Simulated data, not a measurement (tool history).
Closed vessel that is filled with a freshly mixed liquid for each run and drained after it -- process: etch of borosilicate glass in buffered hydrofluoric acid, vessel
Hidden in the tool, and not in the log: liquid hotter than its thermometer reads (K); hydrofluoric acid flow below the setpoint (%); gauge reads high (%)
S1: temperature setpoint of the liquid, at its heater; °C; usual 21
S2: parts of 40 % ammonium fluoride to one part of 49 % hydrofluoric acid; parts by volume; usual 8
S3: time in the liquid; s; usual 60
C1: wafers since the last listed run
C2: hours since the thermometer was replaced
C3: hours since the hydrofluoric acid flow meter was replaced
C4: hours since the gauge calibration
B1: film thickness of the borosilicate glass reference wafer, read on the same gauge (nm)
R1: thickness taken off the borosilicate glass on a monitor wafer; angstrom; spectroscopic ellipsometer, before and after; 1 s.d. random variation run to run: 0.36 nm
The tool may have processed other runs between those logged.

run   hour    S1    S2  S3    C1     C2     C3     C4      B1      R1
  1      0    22   6.5  60     0  272.9  407.9  271.5  128.35  1025.9
  2   23.4    21     8  60  1722  296.3  431.3  294.9  128.27   783.3
  3   51.5    21     8  60  2068  324.4  459.4    323  128.18   786.1
  4   64.4    21     8  35   949  337.3  472.3  335.9  128.12   459.5
  5   92.2    21     8  35  2046  365.1  500.1  363.7  128.06   459.8
  6  119.3    21     8  60  1995  392.2  527.2  390.8  128.01   782.9
  7  149.3  19.5     8  60  2208  422.2  557.2  420.8  127.94   721.9
  8  169.1  19.5     8  60  1457    442    577  440.6  127.88   717.7
  9  194.5  19.5     8  60  1869  467.4  602.4    466  127.87   722.3
 10  222.4  23.5     8  60  2053  495.3  630.3  493.9  127.83   892.5
 11  250.2  18.5     8  60  2046  523.1  658.1  521.7  127.79   675.1
 12    280  18.5     8  60  2193  552.9  687.9  551.5  127.75   687.3
 13  303.4  18.5     8  60  1722  576.3  711.3  574.9  127.73   681.4
 14  319.2    21     8  60  1163  592.1  727.1  590.7  127.74   780.7
 15  345.9    21     8  60  1965  618.8  753.8  617.4   127.7   780.6
       361  -- gauge calibrated
 16  373.5    21     8  60  2031  646.4  781.4   12.5  130.63   803.7
 17  402.8  17.5     9  80  2157  675.7  810.7   41.8  130.23     766
 18    416  25.5     8  60   971  688.9  823.9     55  130.03    1015
 19  449.2    21     8  45  2444  722.1  857.1   88.2  129.65   591.8
 20  482.5  18.5     8  60  2451  755.4  890.4  121.5  129.36   690.6
 21  498.2    17    11  30  1155  771.1  906.1  137.2   129.2   236.7
     524.2  -- hydrofluoric acid flow meter replaced
 22  524.7    23     9  90  1877  797.6    0.5  163.7  129.02  1158.7
 23  540.7    17    11  30  1177  813.6   16.5  179.7  128.93   235.8
 24  573.7    21     8  30  2429  846.6   49.5  212.7  128.72   394.3
 25  592.3    25     7  60  1369  865.2   68.1  231.3  128.61    1136
     596.4  -- thermometer replaced
 26  622.7  23.5     8  40  2164   26.3   98.5  261.7  128.47   599.8
 27  650.9    21     8  60  2076   54.5  126.7  289.9  128.37   783.6
 28  674.5  23.5     8  40  1737   78.1  150.3  313.5   128.3   598.5
 29  703.5    21  10.5  60  2134  107.1  179.3  342.5  128.23   614.8
 30    726    21     8  60  1656  129.6  201.8    365  128.16   782.8
 31    751    21     8  60  1840  154.6  226.8    390   128.1   786.3
 32  785.6    21     6  60  2547  189.2  261.4  424.6  128.03  1039.8
 33  818.8    17     7  50  2444  222.4  294.6  457.8     128   609.2

What was the tool's hidden state at every run in the log?
liquid hotter than its thermometer reads (K): 0, the same for each run
hydrofluoric acid flow below the setpoint (%): 0, the same for each run
H1: gauge reads high (%)
run      H1
  1   -1.27
  2   -1.34
  3   -1.41
  4   -1.44
  5    -1.5
  6   -1.54
  7   -1.59
  8   -1.61
  9   -1.64
 10   -1.67
 11    -1.7
 12   -1.72
 13   -1.73
 14   -1.74
 15   -1.76
 16   0.482
 17   0.161
 18  0.0317
 19  -0.257
 20  -0.499
 21    -0.6
 22  -0.752
 23  -0.834
 24  -0.983
 25   -1.06
 26   -1.16
 27   -1.25
 28   -1.31
 29   -1.37
 30   -1.42
 31   -1.46
 32   -1.51
 33   -1.55
